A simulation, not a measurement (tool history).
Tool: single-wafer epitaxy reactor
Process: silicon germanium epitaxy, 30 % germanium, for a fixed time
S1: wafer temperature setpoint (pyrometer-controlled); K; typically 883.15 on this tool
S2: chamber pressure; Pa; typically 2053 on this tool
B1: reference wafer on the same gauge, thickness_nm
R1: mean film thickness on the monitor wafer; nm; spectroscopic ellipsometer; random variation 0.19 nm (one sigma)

run    hour      S1    S2      B1      R1
  1       0  883.15  2053  74.518  65.959
  2    44.8  883.15  2160  74.527  66.928
  3   175.6  883.15  2160  74.504  67.076
  4   425.5  883.15  2266  74.516  68.101
  5   521.1  889.15  1800  74.543  71.262
  6   609.3  883.15  2053  74.529  65.911
  7   654.4  883.15  1747  74.486  63.498
  8     762  883.15  1747    74.5  63.482
  9     836  883.15  2053  74.503  66.391
 10   878.8  883.15  2053  74.493  66.429
 11   921.4  883.15  2053  74.544  66.101
      989.3  -- pyrometer calibrated
 12  1005.6  883.15  2053  74.477  66.593
 13  1107.1  883.15  2053  74.546  66.176
     1154.6  -- capacitance manometer re-zeroed and calibrated
 14  1162.6  897.15  2320  74.476  85.933
 15  1199.2  888.15  2320  74.514  73.556
 16  1284.9  878.15  2053  74.576  59.359
 17    1323  883.15  2053  74.489  65.061
 18  1390.4  883.15  2053  74.507  65.592
     1443.4  -- showerhead replaced
 19  1462.8  870.15  2053  74.501  51.752
 20  1510.1  883.15  2053  74.461  65.246
     1558.8  -- gauge calibrated
 21    1567  888.15  2320  74.553  73.977
 22  1630.9  897.15  2533  74.493  88.362
 23  1691.3  883.15  2053  74.524  65.105
 24  1792.4  883.15  2053  74.518  65.339
 25  1864.6  896.15  2440  74.515  86.216
 26  1934.5  878.15  2453  74.507  62.742
 27  2004.1  896.15  2053  74.498  82.431

The tool's hidden state at each run:
wafer temperature above the value expected at the setpoint (K): 0 across all the runs
gauge reads high (%): 0 across all the runs
H1: true pressure above the setpoint (%)
run     H1
  1   6.85
  2   6.91
  3    7.1
  4   7.38
  5   7.47
  6   7.54
  7   7.58
  8   7.65
  9    7.7
 10   7.72
 11   7.75
 12   7.79
 13   7.84
 14  0.302
 15  0.647
 16    1.4
 17   1.71
 18   2.23
 19   2.74
 20   3.06
 21   3.41
 22   3.78
 23   4.11
 24   4.61
 25   4.93
 26   5.22
 27   5.48

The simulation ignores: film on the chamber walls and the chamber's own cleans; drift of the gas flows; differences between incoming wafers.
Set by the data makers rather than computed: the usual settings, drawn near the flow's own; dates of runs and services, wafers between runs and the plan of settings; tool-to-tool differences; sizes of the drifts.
